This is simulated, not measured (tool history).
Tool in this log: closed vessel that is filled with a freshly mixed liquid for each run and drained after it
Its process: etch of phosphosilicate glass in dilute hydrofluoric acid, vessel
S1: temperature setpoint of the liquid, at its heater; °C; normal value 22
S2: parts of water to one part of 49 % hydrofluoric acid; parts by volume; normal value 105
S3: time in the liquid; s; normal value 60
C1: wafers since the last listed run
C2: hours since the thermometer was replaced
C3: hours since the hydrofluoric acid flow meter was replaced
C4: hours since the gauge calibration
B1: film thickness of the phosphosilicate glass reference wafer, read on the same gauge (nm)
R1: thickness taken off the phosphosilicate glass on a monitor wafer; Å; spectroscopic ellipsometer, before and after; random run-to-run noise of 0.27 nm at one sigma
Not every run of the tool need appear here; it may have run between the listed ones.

run,day,S1,S2,S3,C1,C2,C3,C4,B1,R1
1,0,22,105,60,0,1957.1,893.1,180.1,139.99,674.5
2,0.638,22,105,60,1058,1972.4,908.4,195.4,140.01,667.9
3,1.846,22,75,60,2005,2001.4,937.4,224.4,139.97,982.9
# day 6.242: gauge calibrated
4,6.321,22,75,60,7427,2108.8,1044.8,1.9,140.02,970.7
5,7.054,22,75,60,1217,2126.4,1062.4,19.5,140.01,958.8
# day 7.35: hydrofluoric acid flow meter replaced
6,8.225,19,105,45,1874,2154.5,21,47.6,139.99,490.4
7,9.596,22,105,35,2275,2187.4,53.9,80.5,140.01,430.4
8,10.862,22,105,45,2102,2217.8,84.3,110.9,140.03,553.8
9,11.512,22,105,45,1078,2233.4,99.9,126.5,140,551.2
10,13.525,26.5,155,60,3340,2281.7,148.2,174.8,140,555.5
11,14.333,22,85,60,1341,2301.1,167.6,194.2,140.02,920.1
# day 15.642: thermometer replaced
12,15.662,22,105,60,2137,0.5,199.5,226.1,140.02,723.4
13,16.45,22,105,60,1307,19.4,218.4,245,140,723.6
14,16.967,24.5,85,75,857,31.8,230.8,257.4,140.02,1269.9
15,17.604,22,105,60,1058,47.1,246.1,272.7,140.02,724
16,18.154,19.5,120,30,912,60.3,259.3,285.9,139.98,281.6
17,19.033,22,90,30,1459,81.4,280.4,307,140.01,426.9
18,19.596,17.5,155,30,933,94.9,293.9,320.5,139.99,192.4

Forecast each of these 5 alternatives for the next run:
A,19.625,24,105,60,48,95.6,294.6,321.2,?,?
B,19.625,26.5,105,75,48,95.6,294.6,321.2,?,?
C,19.625,18.5,105,80,48,95.6,294.6,321.2,?,?
D,19.625,23.5,150,75,48,95.6,294.6,321.2,?,?
E,19.625,24,145,45,48,95.6,294.6,321.2,?,?

run,B1,R1
A,140.01,778.3
B,140.01,1072.3
C,140.01,830.9
D,140.01,632.9
E,140.01,402.7
Without the tool's hidden state the same runs would have given:
run,R1
A,801.8
B,1105
C,855.7
D,652.7
E,415.3

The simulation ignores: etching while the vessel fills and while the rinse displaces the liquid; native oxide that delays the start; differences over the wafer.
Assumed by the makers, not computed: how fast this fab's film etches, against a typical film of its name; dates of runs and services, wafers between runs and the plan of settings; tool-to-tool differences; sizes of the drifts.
